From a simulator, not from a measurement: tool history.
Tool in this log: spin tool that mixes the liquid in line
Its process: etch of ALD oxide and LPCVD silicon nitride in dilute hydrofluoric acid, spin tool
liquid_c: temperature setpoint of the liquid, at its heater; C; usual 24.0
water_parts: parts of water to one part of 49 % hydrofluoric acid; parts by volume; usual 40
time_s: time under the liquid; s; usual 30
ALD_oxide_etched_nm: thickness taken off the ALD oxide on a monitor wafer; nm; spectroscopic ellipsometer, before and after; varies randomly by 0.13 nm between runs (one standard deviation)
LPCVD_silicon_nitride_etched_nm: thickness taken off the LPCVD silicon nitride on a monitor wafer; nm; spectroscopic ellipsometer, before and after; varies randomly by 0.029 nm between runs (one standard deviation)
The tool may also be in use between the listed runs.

run,hour,liquid_c,water_parts,time_s,"read-back film thickness of the ALD oxide reference wafer, read on the same gauge (nm)","read-back film thickness of the LPCVD silicon nitride reference wafer, read on the same gauge (nm)",ALD_oxide_etched_nm,LPCVD_silicon_nitride_etched_nm
1,0.0,24.0,40,30,49.98,130.019,25.93,0.337
2,102.6,24.0,50,25,50.07,130.001,16.95,0.195
3,168.3,24.0,40,35,49.98,129.975,30.07,0.351
4,216.7,28.5,40,30,49.93,129.973,31.15,0.466
5,289.4,26.0,40,35,50.07,129.991,32.70,0.388
6,460.6,28.5,25,50,50.00,130.036,83.98,1.069
7,566.9,24.0,40,15,49.97,129.983,12.96,0.165
8,672.6,25.5,60,30,50.04,130.032,17.61,0.216
9,732.6,21.5,40,30,49.97,129.970,23.07,0.264
# hour 737.0: gauge calibrated
10,771.6,19.5,45,15,50.00,130.017,9.33,0.114
11,835.5,24.0,40,30,49.93,129.993,25.52,0.331
# hour 854.0: thermometer replaced
12,934.1,19.5,30,45,49.96,129.995,42.47,0.408
13,1049.2,24.0,40,30,50.03,129.949,25.41,0.346
14,1100.6,24.0,30,40,50.02,129.977,45.57,0.529
15,1177.1,21.5,55,30,49.96,129.978,16.15,0.192
16,1251.5,24.0,40,30,50.01,129.989,25.44,0.303
17,1318.2,28.0,60,50,49.99,129.970,31.76,0.502
18,1390.5,24.0,40,30,50.02,130.017,24.98,0.287
# hour 1472.2: hydrofluoric acid flow meter replaced
19,1493.0,25.5,40,35,49.97,130.027,32.64,0.459
20,1585.0,24.0,50,30,50.01,129.981,20.62,0.266
21,1667.1,24.0,40,30,50.04,129.999,26.08,0.328
22,1749.6,26.5,40,30,50.05,129.965,28.67,0.394
23,1814.1,19.5,55,40,49.99,129.997,20.40,0.252
24,1913.6,20.0,60,20,49.97,130.001,9.51,0.099
25,1978.0,28.0,45,30,50.00,129.973,26.99,0.358

Consider 5 possible next runs. They are alternatives, not a sequence: every one starts from the tool as it was left by run 25. What does each give?
A,1978.4,24.0,25,30,?,?,?,?
B,1978.4,24.0,50,20,?,?,?,?
C,1978.4,27.5,55,15,?,?,?,?
D,1978.4,27.5,25,30,?,?,?,?
E,1978.4,24.0,40,40,?,?,?,?

run,"read-back film thickness of the ALD oxide reference wafer, read on the same gauge (nm)","read-back film thickness of the LPCVD silicon nitride reference wafer, read on the same gauge (nm)",ALD_oxide_etched_nm,LPCVD_silicon_nitride_etched_nm
A,50.01,129.985,42.13,0.407
B,50.01,129.985,13.57,0.138
C,50.01,129.985,10.59,0.119
D,50.01,129.985,48.71,0.515
E,50.01,129.985,34.40,0.344
Take away the tool's hidden state, keep each run's random variation, and the runs would have read:
run,ALD_oxide_etched_nm,LPCVD_silicon_nitride_etched_nm
A,42.95,0.414
B,13.85,0.141
C,10.80,0.121
D,49.67,0.524
E,35.08,0.350

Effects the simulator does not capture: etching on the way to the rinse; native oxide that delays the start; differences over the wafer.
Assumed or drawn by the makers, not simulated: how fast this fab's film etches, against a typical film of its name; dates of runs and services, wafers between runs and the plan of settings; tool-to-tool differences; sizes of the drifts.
